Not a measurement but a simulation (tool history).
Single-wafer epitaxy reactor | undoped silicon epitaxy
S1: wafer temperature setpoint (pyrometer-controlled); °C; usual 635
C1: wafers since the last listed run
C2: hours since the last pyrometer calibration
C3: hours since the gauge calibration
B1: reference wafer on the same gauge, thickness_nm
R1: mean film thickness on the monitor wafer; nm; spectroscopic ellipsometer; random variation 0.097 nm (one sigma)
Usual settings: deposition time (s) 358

run 1 hour=0.0 | S1=639 deposition_time_(s)=401 | C1=0 C2=934.6 C3=506.1 | B1=46.091 | R1=49.333
run 2 hour=67.2 | S1=639 deposition_time_(s)=401 | C1=415 C2=1001.8 C3=573.3 | B1=46.097 | R1=49.641
run 3 hour=124.6 | S1=639 deposition_time_(s)=401 | C1=354 C2=1059.2 C3=630.7 | B1=46.098 | R1=49.459
run 4 hour=163.5 | S1=635 deposition_time_(s)=358 | C1=240 C2=1098.1 C3=669.6 | B1=46.075 | R1=40.606
run 5 hour=214.8 | S1=635 deposition_time_(s)=358 | C1=317 C2=1149.4 C3=720.9 | B1=46.090 | R1=40.792
run 6 hour=258.6 | S1=635 deposition_time_(s)=358 | C1=270 C2=1193.2 C3=764.7 | B1=46.101 | R1=40.702
run 7 hour=292.8 | S1=635 deposition_time_(s)=332 | C1=211 C2=1227.4 C3=798.9 | B1=46.115 | R1=37.832
run 8 hour=340.4 | S1=643 deposition_time_(s)=335 | C1=294 C2=1275.0 C3=846.5 | B1=46.092 | R1=44.741
run 9 hour=411.8 | S1=643 deposition_time_(s)=335 | C1=441 C2=1346.4 C3=917.9 | B1=46.100 | R1=44.673
-- hour=450.8 pyrometer calibrated
run 10 hour=451.3 | S1=635 deposition_time_(s)=358 | C1=194 C2=0.5 C3=957.4 | B1=46.115 | R1=39.798
-- hour=504.1 gauge calibrated
run 11 hour=513.8 | S1=635 deposition_time_(s)=358 | C1=386 C2=63.0 C3=9.7 | B1=46.097 | R1=40.138
run 12 hour=568.5 | S1=649 deposition_time_(s)=329 | C1=338 C2=117.7 C3=64.4 | B1=46.106 | R1=48.620
run 13 hour=632.7 | S1=645 deposition_time_(s)=331 | C1=396 C2=181.9 C3=128.6 | B1=46.132 | R1=45.319
run 14 hour=679.7 | S1=643 deposition_time_(s)=335 | C1=290 C2=228.9 C3=175.6 | B1=46.106 | R1=44.084
run 15 hour=705.1 | S1=635 deposition_time_(s)=421 | C1=156 C2=254.3 C3=201.0 | B1=46.093 | R1=47.380
run 16 hour=751.5 | S1=622 deposition_time_(s)=358 | C1=286 C2=300.7 C3=247.4 | B1=46.103 | R1=30.929
run 17 hour=786.4 | S1=635 deposition_time_(s)=358 | C1=215 C2=335.6 C3=282.3 | B1=46.126 | R1=40.296
run 18 hour=820.7 | S1=649 deposition_time_(s)=391 | C1=211 C2=369.9 C3=316.6 | B1=46.107 | R1=58.215
run 19 hour=861.6 | S1=628 deposition_time_(s)=295 | C1=252 C2=410.8 C3=357.5 | B1=46.099 | R1=28.864

Hidden state at the last listed run before each entry between runs and at the first one after, where it differs:
Between runs 9 and 10: pyrometer calibrated (hour 450.8)
  wafer temperature above the value expected at the setpoint (K): 1 -> -0.099
  measured less the result without the state, R1: +0.880 -> -0.080 nm
Between runs 10 and 11: gauge calibrated (hour 504.1)
  wafer temperature above the value expected at the setpoint (K): -0.099 -> 0.023
  measured less the result without the state, R1: -0.080 -> +0.019 nm

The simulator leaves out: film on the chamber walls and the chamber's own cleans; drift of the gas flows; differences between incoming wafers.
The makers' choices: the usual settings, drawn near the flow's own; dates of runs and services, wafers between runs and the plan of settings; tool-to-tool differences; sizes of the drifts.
